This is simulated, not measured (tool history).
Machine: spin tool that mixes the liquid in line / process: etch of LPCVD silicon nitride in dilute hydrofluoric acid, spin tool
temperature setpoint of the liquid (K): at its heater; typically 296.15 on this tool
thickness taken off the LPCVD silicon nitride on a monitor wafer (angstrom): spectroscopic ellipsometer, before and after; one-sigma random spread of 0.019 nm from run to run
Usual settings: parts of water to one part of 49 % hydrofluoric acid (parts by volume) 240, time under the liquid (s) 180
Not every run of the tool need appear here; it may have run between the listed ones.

run   hour  temperature setpoint of the liquid (K)  parts of water to one part of 49 % hydrofluoric acid (parts by volume)  time under the liquid (s)  read-back film thickness of the LPCVD silicon nitride reference wafer, read on the same gauge (nm)  thickness taken off the LPCVD silicon nitride on a monitor wafer (angstrom)
  1      0                                  296.15                                                                     240                        180                                                                                             110.002                                                                         3.27
  2   37.8                                  296.15                                                                     240                        180                                                                                             109.977                                                                         3.59
      99.9  -- gauge calibrated
  3  103.3                                  296.15                                                                     240                        180                                                                                             109.992                                                                         3.32
  4  156.8                                  296.15                                                                     240                        180                                                                                             110.007                                                                         3.44
  5  206.6                                  296.15                                                                     240                        180                                                                                             110.011                                                                         3.45
  6  231.5                                  293.15                                                                     240                        180                                                                                             110.011                                                                         2.71
  7    258                                  293.15                                                                     240                        180                                                                                             109.989                                                                         2.73
     298.8  -- thermometer replaced
  8    318                                  293.15                                                                     240                        180                                                                                             110.007                                                                         2.99
  9  352.9                                  298.65                                                                     280                        130                                                                                             110.002                                                                         2.37
     374.9  -- hydrofluoric acid flow meter replaced
 10  381.1                                  299.65                                                                     240                        110                                                                                                 110                                                                         2.23
 11  448.7                                  292.15                                                                     210                        180                                                                                             110.009                                                                         2.99
 12  503.7                                  296.15                                                                     240                        180                                                                                             110.004                                                                         3.53
 13  540.5                                  296.15                                                                     240                        125                                                                                             110.014                                                                         2.23
     578.4  -- gauge calibrated
 14  592.7                                  296.15                                                                     200                        180                                                                                             109.984                                                                         3.99
 15  634.2                                  297.65                                                                     180                        145                                                                                             110.017                                                                         3.46
 16  673.8                                  296.15                                                                     240                        100                                                                                             109.995                                                                         1.78
 17  725.1                                  296.15                                                                     240                        180                                                                                             110.013                                                                         3.53

Consider 3 possible next runs. They are alternatives, not a sequence: every one starts from the tool as it was left by run 17. What does each give?
  A  725.6                                  296.15                                                                     240                        180                                                                                                   ?                                                                            ?
  B  725.6                                  298.65                                                                     320                        180                                                                                                   ?                                                                            ?
  C  725.6                                  298.15                                                                     240                        180                                                                                                   ?                                                                            ?

run  read-back film thickness of the LPCVD silicon nitride reference wafer, read on the same gauge (nm)  thickness taken off the LPCVD silicon nitride on a monitor wafer (angstrom)
  A                                                                                             109.998                                                                         3.56
  B                                                                                             109.998                                                                         3.12
  C                                                                                             109.998                                                                         4.04
The same runs, with their run-to-run variation unchanged, on a tool lacking any hidden condition would have given:
run  thickness taken off the LPCVD silicon nitride on a monitor wafer (angstrom)
  A                                                                         3.56
  B                                                                         3.12
  C                                                                         4.04
